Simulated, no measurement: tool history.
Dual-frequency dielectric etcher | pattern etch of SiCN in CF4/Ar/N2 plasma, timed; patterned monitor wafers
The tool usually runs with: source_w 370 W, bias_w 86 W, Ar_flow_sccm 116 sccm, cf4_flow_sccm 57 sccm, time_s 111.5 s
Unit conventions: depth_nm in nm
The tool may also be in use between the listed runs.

run,hour,source_w,bias_w,Ar_flow_sccm,cf4_flow_sccm,time_s,wafers since the last listed run,hours since the last wet clean,hours since the last source power generator calibration,hours since the last bias power generator calibration,hours since the last Ar flow controller change,hours since the last CF4 flow controller change,hours since the last upper electrode change,hours since the gauge calibration,"read-back reference wafer on the same gauge, depth_nm",depth_nm
1,0.0,370,86,116,62,111.5,0,414.7,1662.3,2042.4,1357.3,3021.1,4154.8,516.3,69.6,83.6
2,53.2,370,86,116,57,129.5,563,467.9,1715.5,2095.6,1410.5,3074.3,4208.0,569.5,69.5,96.5
# hour 104.7: wet clean of the chamber
3,105.2,370,86,116,57,111.5,296,0.5,1767.5,2147.6,1462.5,3126.3,4260.0,621.5,69.6,83.0
4,145.2,330,86,116,57,111.5,424,40.5,1807.5,2187.6,1502.5,3166.3,4300.0,661.5,69.6,73.2
# hour 162.2: gauge calibrated
5,181.6,330,86,116,57,111.5,385,76.9,1843.9,2224.0,1538.9,3202.7,4336.4,19.4,69.6,73.4
6,253.2,370,86,116,57,111.5,759,148.5,1915.5,2295.6,1610.5,3274.3,4408.0,91.0,69.7,82.7
7,281.6,370,86,116,57,111.5,301,176.9,1943.9,2324.0,1638.9,3302.7,4436.4,119.4,69.6,82.8
# hour 298.5: Ar flow controller replaced
8,347.5,370,86,116,57,111.5,635,242.8,2009.8,2389.9,49.0,3368.6,4502.3,185.3,69.6,82.8
# hour 360.0: source power generator calibrated
9,380.8,370,86,116,57,111.5,310,276.1,20.8,2423.2,82.3,3401.9,4535.6,218.6,69.6,86.7
10,447.8,370,86,116,66,111.5,710,343.1,87.8,2490.2,149.3,3468.9,4602.6,285.6,69.6,88.3
# hour 487.9: upper electrode replaced
11,488.4,330,86,116,57,111.5,175,383.7,128.4,2530.8,189.9,3509.5,0.5,326.2,69.6,76.1
# hour 534.7: bias power generator calibrated
12,548.2,400,66,116,44,143.5,591,443.5,188.2,13.5,249.7,3569.3,60.3,386.0,69.6,107.1
# hour 592.3: CF4 flow controller replaced
13,610.4,370,86,116,57,111.5,595,505.7,250.4,75.7,311.9,18.1,122.5,448.2,69.6,85.9
# hour 640.3: wet clean of the chamber
14,640.8,370,68,116,57,121.0,67,0.5,280.8,106.1,342.3,48.5,152.9,478.6,69.6,87.4
15,681.3,370,75,116,51,111.5,429,41.0,321.3,146.6,382.8,89.0,193.4,519.1,69.6,80.6
16,727.3,370,86,89,57,111.5,487,87.0,367.3,192.6,428.8,135.0,239.4,565.1,69.6,88.1
17,770.4,400,86,125,48,100.5,456,130.1,410.4,235.7,471.9,178.1,282.5,608.2,69.6,80.2
18,804.1,430,76,125,57,137.0,357,163.8,444.1,269.4,505.6,211.8,316.2,641.9,69.6,116.8
19,863.5,400,69,116,57,82.5,629,223.2,503.5,328.8,565.0,271.2,375.6,701.3,69.6,64.2
# hour 875.1: gauge calibrated
20,913.9,370,86,131,57,111.5,534,273.6,553.9,379.2,615.4,321.6,426.0,38.8,69.6,83.5

Same runs, no hidden state in the tool, same run-to-run variation:
Hidden state at play: etch rate over this chamber's usual, %; source power that arrives over what is set, %; bias power that arrives over what is set, %; Ar flow that arrives over what is set, %; CF4 flow that arrives over what is set, %; gauge reads high (%).
run,depth_nm
1,87.5
2,101.0
3,86.9
4,76.7
5,76.9
6,86.7
7,86.7
8,86.8
9,86.7
10,88.7
11,76.6
12,108.1
13,87.0
14,88.7
15,81.9
16,89.7
17,81.8
18,119.2
19,65.7
20,85.5
